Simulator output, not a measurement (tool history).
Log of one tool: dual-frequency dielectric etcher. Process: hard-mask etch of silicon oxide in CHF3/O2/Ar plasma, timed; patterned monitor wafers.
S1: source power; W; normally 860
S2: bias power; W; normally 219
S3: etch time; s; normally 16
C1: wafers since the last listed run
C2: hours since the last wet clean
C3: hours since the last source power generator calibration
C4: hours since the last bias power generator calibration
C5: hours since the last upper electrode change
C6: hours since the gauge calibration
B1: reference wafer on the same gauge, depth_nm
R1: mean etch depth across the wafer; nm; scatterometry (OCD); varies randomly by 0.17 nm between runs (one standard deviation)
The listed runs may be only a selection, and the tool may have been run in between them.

run    hour    S1   S2    S3    C1     C2      C3      C4      C5      C6     B1     R1
  1       0   860  219    16     0    285  4115.4  1722.1  5965.1   754.6  42.12  36.14
  2   102.6   860  219    16  1036  387.6    4218  1824.7  6067.7   857.2  42.25  35.85
  3   146.3   860  219    16   441  431.3  4261.7  1868.4  6111.4   900.9  42.21  35.79
  4   242.2   860  219    16   969  527.2  4357.6  1964.3  6207.3   996.8  42.15  35.93
      279.4  -- wet clean of the chamber
  5   311.7   860  219    16   459   32.3  4427.1  2033.8  6276.8  1066.3  42.18  35.83
  6     401   860  219    16   902  121.6  4516.4  2123.1  6366.1  1155.6  42.14  35.83
  7   440.8   860  219    16   402  161.4  4556.2  2162.9  6405.9  1195.4  42.21  35.89
  8   507.7   860  219    16   676  228.3  4623.1  2229.8  6472.8  1262.3  42.18   35.6
      612.8  -- upper electrode replaced
  9   613.3   860  219    16   824  333.9  4728.7  2335.4     0.5  1367.9  42.24  35.96
 10     644   860  219    16   310  364.6  4759.4  2366.1    31.2  1398.6  42.27  35.61
 11   684.3   860  219    16   407  404.9  4799.7  2406.4    71.5  1438.9  42.23  35.95
 12   734.3   860  219  18.5   505  454.9  4849.7  2456.4   121.5  1488.9  42.25  41.63
      757.2  -- source power generator calibrated
        792  -- bias power generator calibrated
 13   820.7   860  219  18.5   792  541.3    63.5    28.7   207.9  1575.3  42.13  41.47
      867.8  -- wet clean of the chamber
 14   974.7   970  251  13.5  1313  106.9   217.5   182.7   361.9  1729.3  42.21  32.65
 15    1080   860  219  12.5  1064  212.2   322.8     288   467.2  1834.6  42.28  28.18
     1082.5  -- gauge calibrated
 16  1163.7   860  219  14.5   845  295.9   406.5   371.7   550.9    81.2  42.22  32.44
 17  1241.8  1040  202  14.5   789    374   484.6   449.8     629   159.3  42.31  33.91
 18  1307.5   860  219  14.5   664  439.7   550.3   515.5   694.7     225  42.27  32.37
 19  1390.6   860  219    12   839  522.8   633.4   598.6   777.8   308.1  42.21   26.8
 20  1457.2   860  219    16   673  589.4     700   665.2   844.4   374.7  42.24   35.9
 21  1500.4   860  204    16   436  632.6   743.2   708.4   887.6   417.9  42.07  35.19
     1525.4  -- wet clean of the chamber
 22  1561.5   710  194  17.5   374   36.1   804.3   769.5   948.7     479  42.23  35.54
 23  1661.1   860  219    16  1006  135.7   903.9   869.1  1048.3   578.6  42.19  35.67
 24  1754.7   860  219    16   946  229.3   997.5   962.7  1141.9   672.2  42.22  35.71
 25  1794.8   860  219    16   405  269.4  1037.6  1002.8    1182   712.3  42.29  36.09
 26  1868.7   950  264    16   746  343.3  1111.5  1076.7  1255.9   786.2  42.21  38.75

Each row is a separate what-if for the run after 26, all from the same tool condition, not one after another. Results?
  A  1869.1  690  219  16   4  343.7  1111.9  1077.1  1256.3  786.6   ?   ?
  B  1869.1  780  182  16   4  343.7  1111.9  1077.1  1256.3  786.6   ?   ?
  C  1869.1  720  173  16   4  343.7  1111.9  1077.1  1256.3  786.6   ?   ?
  D  1869.1  760  190  16   4  343.7  1111.9  1077.1  1256.3  786.6   ?   ?
  E  1869.1  680  201  16   4  343.7  1111.9  1077.1  1256.3  786.6   ?   ?

run     B1     R1
  A  42.34  33.19
  B  42.34  33.02
  C  42.34  31.73
  D  42.34  33.07
  E  42.34   32.3
With the hidden condition removed and each run's random variation left untouched, the same runs would have given:
run     R1
  A  33.19
  B  33.02
  C  31.73
  D  33.07
  E   32.3
